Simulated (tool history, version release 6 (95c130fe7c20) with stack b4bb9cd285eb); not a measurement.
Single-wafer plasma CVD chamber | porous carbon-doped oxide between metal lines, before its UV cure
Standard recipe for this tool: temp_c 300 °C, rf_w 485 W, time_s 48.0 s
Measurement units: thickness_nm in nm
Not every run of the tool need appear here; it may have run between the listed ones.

| run | hour | temp_c | rf_w | time_s | wafers since the last listed run | hours since the last thermocouple change | hours since the last RF generator calibration | hours since the showerhead was replaced | hours since the gauge calibration | read-back reference wafer on the same gauge, thickness_nm | thickness_nm |
|---|---|---|---|---|---|---|---|---|---|---|---|
| 1 | 0.0 | 300 | 485 | 48.0 | 0 | 698.0 | 555.8 | 4156.7 | 440.3 | 296.841 | 263.563 |
| 2 | 84.3 | 300 | 485 | 48.0 | 2081 | 782.3 | 640.1 | 4241.0 | 524.6 | 296.847 | 266.304 |
| 3 | 183.7 | 300 | 485 | 48.0 | 2454 | 881.7 | 739.5 | 4340.4 | 624.0 | 296.799 | 264.539 |
| 4 | 281.6 | 300 | 430 | 53.6 | 2417 | 979.6 | 837.4 | 4438.3 | 721.9 | 297.523 | 256.908 |
| 5 | 319.2 | 300 | 430 | 53.6 | 928 | 1017.2 | 875.0 | 4475.9 | 759.5 | 296.951 | 258.324 |
|  | 373.3 | RF generator calibrated |
| 6 | 407.8 | 300 | 430 | 53.6 | 1990 | 1105.8 | 34.5 | 4564.5 | 848.1 | 297.210 | 258.103 |
| 7 | 497.9 | 300 | 485 | 48.0 | 2225 | 1195.9 | 124.6 | 4654.6 | 938.2 | 296.949 | 260.249 |
| 8 | 582.0 | 300 | 485 | 48.0 | 2076 | 1280.0 | 208.7 | 4738.7 | 1022.3 | 296.840 | 260.399 |
| 9 | 644.0 | 300 | 485 | 48.0 | 1531 | 1342.0 | 270.7 | 4800.7 | 1084.3 | 297.165 | 258.799 |
| 10 | 688.8 | 300 | 485 | 48.0 | 1106 | 1386.8 | 315.5 | 4845.5 | 1129.1 | 296.805 | 256.950 |
| 11 | 740.8 | 300 | 485 | 48.0 | 1284 | 1438.8 | 367.5 | 4897.5 | 1181.1 | 297.168 | 258.364 |
|  | 881.6 | thermocouple changed; heater temperature recalibrated |
| 12 | 926.6 | 300 | 485 | 48.0 | 4390 | 45.0 | 553.3 | 5083.3 | 1366.9 | 297.186 | 270.143 |
| 13 | 995.5 | 288 | 485 | 48.0 | 1701 | 113.9 | 622.2 | 5152.2 | 1435.8 | 297.248 | 293.742 |
| 14 | 1055.6 | 288 | 485 | 48.0 | 1484 | 174.0 | 682.3 | 5212.3 | 1495.9 | 297.210 | 292.836 |
| 15 | 1138.8 | 300 | 485 | 48.0 | 2054 | 257.2 | 765.5 | 5295.5 | 1579.1 | 296.930 | 268.094 |
|  | 1165.1 | gauge calibrated |
| 16 | 1218.8 | 310 | 485 | 38.5 | 1975 | 337.2 | 845.5 | 5375.5 | 53.7 | 296.994 | 201.888 |
| 17 | 1319.1 | 292 | 460 | 57.0 | 2476 | 437.5 | 945.8 | 5475.8 | 154.0 | 296.888 | 318.392 |
| 18 | 1361.7 | 300 | 485 | 48.0 | 1052 | 480.1 | 988.4 | 5518.4 | 196.6 | 296.953 | 270.814 |
|  | 1471.4 | RF generator calibrated |
|  | 1532.0 | showerhead replaced, of another model than before |
| 19 | 1640.8 | 300 | 550 | 56.6 | 6497 | 759.2 | 169.4 | 108.8 | 475.7 | 296.993 | 341.637 |
| 20 | 1709.9 | 312 | 460 | 43.0 | 1706 | 828.3 | 238.5 | 177.9 | 544.8 | 296.940 | 215.192 |
| 21 | 1806.7 | 307 | 485 | 41.1 | 2390 | 925.1 | 335.3 | 274.7 | 641.6 | 296.996 | 218.432 |
| 22 | 1872.3 | 300 | 400 | 51.3 | 1620 | 990.7 | 400.9 | 340.3 | 707.2 | 297.004 | 246.166 |
| 23 | 1944.4 | 300 | 485 | 48.0 | 1780 | 1062.8 | 473.0 | 412.4 | 779.3 | 297.449 | 264.220 |
| 24 | 2015.3 | 300 | 485 | 48.0 | 1750 | 1133.7 | 543.9 | 483.3 | 850.2 | 297.006 | 265.998 |
| 25 | 2064.9 | 300 | 485 | 52.6 | 1224 | 1183.3 | 593.5 | 532.9 | 899.8 | 297.200 | 287.976 |
| 26 | 2140.9 | 300 | 565 | 40.5 | 1876 | 1259.3 | 669.5 | 608.9 | 975.8 | 297.049 | 246.333 |
| 27 | 2199.1 | 300 | 485 | 48.0 | 1437 | 1317.5 | 727.7 | 667.1 | 1034.0 | 296.748 | 260.086 |
| 28 | 2263.6 | 300 | 485 | 48.0 | 1592 | 1382.0 | 792.2 | 731.6 | 1098.5 | 297.050 | 258.855 |
|  | 2287.0 | thermocouple changed; heater temperature recalibrated |
| 29 | 2327.6 | 300 | 455 | 48.0 | 1382 | 40.6 | 856.2 | 795.6 | 1162.5 | 297.036 | 255.344 |
| 30 | 2406.9 | 310 | 560 | 45.1 | 1958 | 119.9 | 935.5 | 874.9 | 1241.8 | 296.991 | 260.458 |
|  | 2446.0 | gauge calibrated |
|  | 2472.8 | RF generator calibrated |
| 31 | 2492.8 | 307 | 580 | 43.6 | 1923 | 205.8 | 20.0 | 960.8 | 46.8 | 296.878 | 262.693 |

What if the next run were any one of these 4? Each begins from the tool's condition after run 31:
| A | 2493.2 | 300 | 485 | 48.0 | 9 | 206.2 | 20.4 | 961.2 | 47.2 | ? | ? |
| B | 2493.2 | 306 | 485 | 48.0 | 9 | 206.2 | 20.4 | 961.2 | 47.2 | ? | ? |
| C | 2493.2 | 310 | 570 | 51.3 | 9 | 206.2 | 20.4 | 961.2 | 47.2 | ? | ? |
| D | 2493.2 | 295 | 485 | 41.3 | 9 | 206.2 | 20.4 | 961.2 | 47.2 | ? | ? |

| run | read-back reference wafer on the same gauge, thickness_nm | thickness_nm |
|---|---|---|
| A | 297.039 | 268.794 |
| B | 297.039 | 258.890 |
| C | 297.039 | 299.841 |
| D | 297.039 | 239.769 |
Take away the tool's hidden state, keep each run's random variation, and the runs would have read:
| run | thickness_nm |
|---|---|
| A | 267.840 |
| B | 258.013 |
| C | 298.868 |
| D | 238.901 |
